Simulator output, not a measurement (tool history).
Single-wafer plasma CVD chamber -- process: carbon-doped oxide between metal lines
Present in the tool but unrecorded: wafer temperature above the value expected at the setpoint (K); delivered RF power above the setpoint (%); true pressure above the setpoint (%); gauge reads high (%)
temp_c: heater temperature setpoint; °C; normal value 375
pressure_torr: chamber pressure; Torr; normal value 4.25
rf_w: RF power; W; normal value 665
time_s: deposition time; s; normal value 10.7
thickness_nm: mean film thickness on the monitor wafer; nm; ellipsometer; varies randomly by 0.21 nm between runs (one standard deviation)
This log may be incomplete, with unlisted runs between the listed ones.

run	hour	temp_c	pressure_torr	rf_w	time_s	wafers since the last listed run	hours since the last thermocouple change	hours since the last RF generator calibration	hours since the last manometer calibration	hours since the showerhead was replaced	hours since the gauge calibration	read-back reference wafer on the same gauge, thickness_nm	thickness_nm
1	0.0	375	4.25	665	10.7	0	3123.8	1117.7	2371.8	7754.9	310.0	57.797	57.627
2	12.8	375	4.25	665	10.7	516	3136.6	1130.5	2384.6	7767.7	322.8	57.678	57.397
3	33.4	375	4.25	665	10.7	831	3157.2	1151.1	2405.2	7788.3	343.4	57.829	57.452
4	65.7	375	4.25	615	10.7	1303	3189.5	1183.4	2437.5	7820.6	375.7	57.819	55.664
5	93.5	375	4.25	665	10.7	1122	3217.3	1211.2	2465.3	7848.4	403.5	57.908	58.072
6	120.9	375	4.25	665	10.7	1106	3244.7	1238.6	2492.7	7875.8	430.9	57.816	57.565
7	153.5	375	4.25	665	10.7	1315	3277.3	1271.2	2525.3	7908.4	463.5	57.914	57.912
8	188.1	367	4.25	665	10.7	1396	3311.9	1305.8	2559.9	7943.0	498.1	57.966	59.596
9	201.4	370	4.78	665	8.6	536	3325.2	1319.1	2573.2	7956.3	511.4	57.951	47.344
# hour 210.0: showerhead replaced
# hour 218.6: thermocouple changed; heater temperature recalibrated
# hour 219.5: gauge calibrated
# hour 227.9: capacitance manometer re-zeroed and calibrated
10	228.4	366	5.20	705	10.7	121	9.8	1346.1	0.5	18.4	8.9	56.789	61.205
11	244.2	382	4.25	665	10.7	637	25.6	1361.9	16.3	34.2	24.7	56.817	56.070
# hour 262.9: RF generator calibrated
12	263.4	382	4.25	665	10.7	452	44.8	0.5	35.5	53.4	43.9	57.008	56.107
13	271.7	389	4.25	665	11.6	335	53.1	8.8	43.8	61.7	52.2	56.997	59.770
14	303.4	362	5.07	665	10.7	1279	84.8	40.5	75.5	93.4	83.9	57.132	60.174
15	317.7	375	4.25	665	10.7	577	99.1	54.8	89.8	107.7	98.2	57.214	57.124
16	333.2	375	3.75	665	10.7	625	114.6	70.3	105.3	123.2	113.7	57.296	56.649
17	366.1	375	4.25	710	10.7	1328	147.5	103.2	138.2	156.1	146.6	57.398	60.005
18	379.7	375	4.25	585	11.9	548	161.1	116.8	151.8	169.7	160.2	57.407	59.045
19	415.1	367	4.25	665	10.7	1428	196.5	152.2	187.2	205.1	195.6	57.541	58.199
20	450.1	375	3.84	665	10.7	1412	231.5	187.2	222.2	240.1	230.6	57.682	57.261
21	463.2	375	5.22	665	10.7	528	244.6	200.3	235.3	253.2	243.7	57.697	58.934
22	495.0	375	4.25	665	9.4	1283	276.4	232.1	267.1	285.0	275.5	57.679	50.636
23	526.2	375	4.25	665	10.7	1259	307.6	263.3	298.3	316.2	306.7	57.754	57.482
24	558.3	375	4.25	665	10.7	1295	339.7	295.4	330.4	348.3	338.8	57.772	57.712
25	579.8	375	4.25	665	10.7	867	361.2	316.9	351.9	369.8	360.3	57.845	58.234
26	613.4	375	4.97	665	10.7	1356	394.8	350.5	385.5	403.4	393.9	57.895	58.624
27	640.0	379	4.60	575	12.2	1073	421.4	377.1	412.1	430.0	420.5	57.880	60.367
28	657.1	365	3.52	740	9.8	690	438.5	394.2	429.2	447.1	437.6	57.917	57.399
29	675.5	371	4.25	665	8.7	742	456.9	412.6	447.6	465.5	456.0	57.929	47.626

For each run, the measured value with the value that run would have given without the tool's hidden condition subtracted. The run-to-run variation is shared by both, the gauge scatter possibly not:
run	thickness_nm
1	+1.246
2	+1.258
3	+1.282
4	+1.274
5	+1.353
6	+1.361
7	+1.390
8	+1.448
9	+1.156
10	+0.271
11	+0.350
12	+0.462
13	+0.539
14	+0.707
15	+0.733
16	+0.787
17	+0.953
18	+0.982
19	+1.064
20	+1.124
21	+1.183
22	+1.064
23	+1.254
24	+1.298
25	+1.332
26	+1.373
27	+1.435
28	+1.376
29	+1.151

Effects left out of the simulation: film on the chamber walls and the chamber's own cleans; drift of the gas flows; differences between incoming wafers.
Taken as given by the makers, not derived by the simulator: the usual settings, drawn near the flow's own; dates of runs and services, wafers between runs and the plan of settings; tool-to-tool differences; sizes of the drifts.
